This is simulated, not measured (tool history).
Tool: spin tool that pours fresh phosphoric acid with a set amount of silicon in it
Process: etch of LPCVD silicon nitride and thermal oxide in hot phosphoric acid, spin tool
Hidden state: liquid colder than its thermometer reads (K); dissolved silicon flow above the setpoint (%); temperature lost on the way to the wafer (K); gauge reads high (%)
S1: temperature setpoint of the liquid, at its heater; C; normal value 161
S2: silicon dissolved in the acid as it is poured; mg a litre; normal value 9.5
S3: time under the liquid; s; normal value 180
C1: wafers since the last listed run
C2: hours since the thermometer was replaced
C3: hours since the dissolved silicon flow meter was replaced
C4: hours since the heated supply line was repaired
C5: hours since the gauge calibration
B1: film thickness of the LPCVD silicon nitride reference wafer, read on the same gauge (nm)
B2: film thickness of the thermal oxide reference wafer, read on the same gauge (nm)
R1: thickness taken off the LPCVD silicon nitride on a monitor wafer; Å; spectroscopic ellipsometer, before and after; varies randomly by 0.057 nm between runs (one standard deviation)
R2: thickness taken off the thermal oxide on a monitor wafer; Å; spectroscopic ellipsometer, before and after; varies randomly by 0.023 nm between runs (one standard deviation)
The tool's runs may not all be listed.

| run | hour | S1 | S2 | S3 | C1 | C2 | C3 | C4 | C5 | B1 | B2 | R1 | R2 |
|---|---|---|---|---|---|---|---|---|---|---|---|---|---|
| 1 | 0 | 162 | 11 | 180 | 0 | 2273.1 | 95.7 | 1050.1 | 432.1 | 89.99 | 29.999 | 167.9 | 3.56 |
| 2 | 22.5 | 162 | 11 | 180 | 153 | 2295.6 | 118.2 | 1072.6 | 454.6 | 90.01 | 30.003 | 168.3 | 3.39 |
|  | 46.8 | thermometer replaced |
| 3 | 55.3 | 158.5 | 9.5 | 180 | 217 | 8.5 | 151 | 1105.4 | 487.4 | 89.99 | 29.994 | 161 | 3.16 |
| 4 | 73.7 | 161 | 9.5 | 180 | 125 | 26.9 | 169.4 | 1123.8 | 505.8 | 89.97 | 29.989 | 173.6 | 4.4 |
| 5 | 104.4 | 161 | 9.5 | 180 | 209 | 57.6 | 200.1 | 1154.5 | 536.5 | 89.97 | 29.97 | 174.7 | 3.81 |
| 6 | 119.7 | 161 | 9.5 | 180 | 104 | 72.9 | 215.4 | 1169.8 | 551.8 | 90.01 | 29.982 | 174.3 | 4.21 |
| 7 | 153.9 | 160 | 13 | 180 | 233 | 107.1 | 249.6 | 1204 | 586 | 89.99 | 30.013 | 168.2 | 3.27 |
|  | 219.3 | heated supply line repaired |
| 8 | 253.2 | 161 | 15.5 | 85 | 671 | 206.4 | 348.9 | 33.9 | 685.3 | 90.01 | 30.025 | 83.4 | 1.74 |
| 9 | 278.2 | 161 | 9.5 | 105 | 170 | 231.4 | 373.9 | 58.9 | 710.3 | 90.03 | 29.995 | 102.6 | 2.06 |
|  | 292.5 | dissolved silicon flow meter replaced |
|  | 299 | gauge calibrated |
| 10 | 311 | 160 | 9.5 | 130 | 217 | 264.2 | 18.5 | 91.7 | 12 | 89.98 | 29.961 | 121.9 | 2.82 |
| 11 | 339.4 | 162.5 | 9.5 | 180 | 193 | 292.6 | 46.9 | 120.1 | 40.4 | 89.97 | 30.002 | 184.6 | 4.46 |
| 12 | 356.1 | 159 | 4 | 250 | 114 | 309.3 | 63.6 | 136.8 | 57.1 | 90.02 | 29.989 | 227.1 | 5.9 |
| 13 | 374.9 | 161 | 6.5 | 220 | 128 | 328.1 | 82.4 | 155.6 | 75.9 | 90.01 | 30.013 | 213.8 | 5.2 |
| 14 | 409.4 | 161 | 9.5 | 180 | 235 | 362.6 | 116.9 | 190.1 | 110.4 | 89.99 | 30 | 174.5 | 4.04 |
| 15 | 432.8 | 161 | 16 | 180 | 159 | 386 | 140.3 | 213.5 | 133.8 | 90 | 29.996 | 174.8 | 3.11 |
| 16 | 457.5 | 161 | 7.5 | 180 | 168 | 410.7 | 165 | 238.2 | 158.5 | 89.99 | 30.03 | 174.5 | 4.2 |
| 17 | 481.1 | 159.5 | 9.5 | 180 | 161 | 434.3 | 188.6 | 261.8 | 182.1 | 89.98 | 30.004 | 167.1 | 3.79 |
| 18 | 509.7 | 161 | 9.5 | 180 | 195 | 462.9 | 217.2 | 290.4 | 210.7 | 90.01 | 30.01 | 174.1 | 4.02 |
| 19 | 531 | 161 | 9.5 | 105 | 145 | 484.2 | 238.5 | 311.7 | 232 | 89.98 | 29.974 | 101.2 | 2.3 |
| 20 | 556.6 | 162 | 13 | 90 | 174 | 509.8 | 264.1 | 337.3 | 257.6 | 89.99 | 29.982 | 89.6 | 2.07 |
| 21 | 581.9 | 163.5 | 5 | 260 | 172 | 535.1 | 289.4 | 362.6 | 282.9 | 90.04 | 29.996 | 272.7 | 7.03 |
| 22 | 617.8 | 161 | 14 | 80 | 245 | 571 | 325.3 | 398.5 | 318.8 | 90.01 | 30.01 | 77.6 | 1.7 |
| 23 | 631.9 | 160 | 7 | 95 | 96 | 585.1 | 339.4 | 412.6 | 332.9 | 90.01 | 30.024 | 88.7 | 2.02 |

For each run, what was the tool's unlogged condition?
dissolved silicon flow above the setpoint (%): 0 across all the runs
gauge reads high (%): 0 across all the runs
H1: liquid colder than its thermometer reads (K)
H2: temperature lost on the way to the wafer (K)
| run | H1 | H2 |
|---|---|---|
| 1 | 2.34 | 0.589 |
| 2 | 2.37 | 0.6 |
| 3 | 0.11 | 0.617 |
| 4 | 0.128 | 0.627 |
| 5 | 0.16 | 0.642 |
| 6 | 0.175 | 0.65 |
| 7 | 0.21 | 0.668 |
| 8 | 0.311 | 0.0996 |
| 9 | 0.336 | 0.113 |
| 10 | 0.37 | 0.129 |
| 11 | 0.399 | 0.144 |
| 12 | 0.416 | 0.153 |
| 13 | 0.435 | 0.162 |
| 14 | 0.47 | 0.18 |
| 15 | 0.494 | 0.192 |
| 16 | 0.519 | 0.205 |
| 17 | 0.543 | 0.217 |
| 18 | 0.572 | 0.232 |
| 19 | 0.594 | 0.243 |
| 20 | 0.62 | 0.256 |
| 21 | 0.645 | 0.269 |
| 22 | 0.682 | 0.288 |
| 23 | 0.696 | 0.295 |
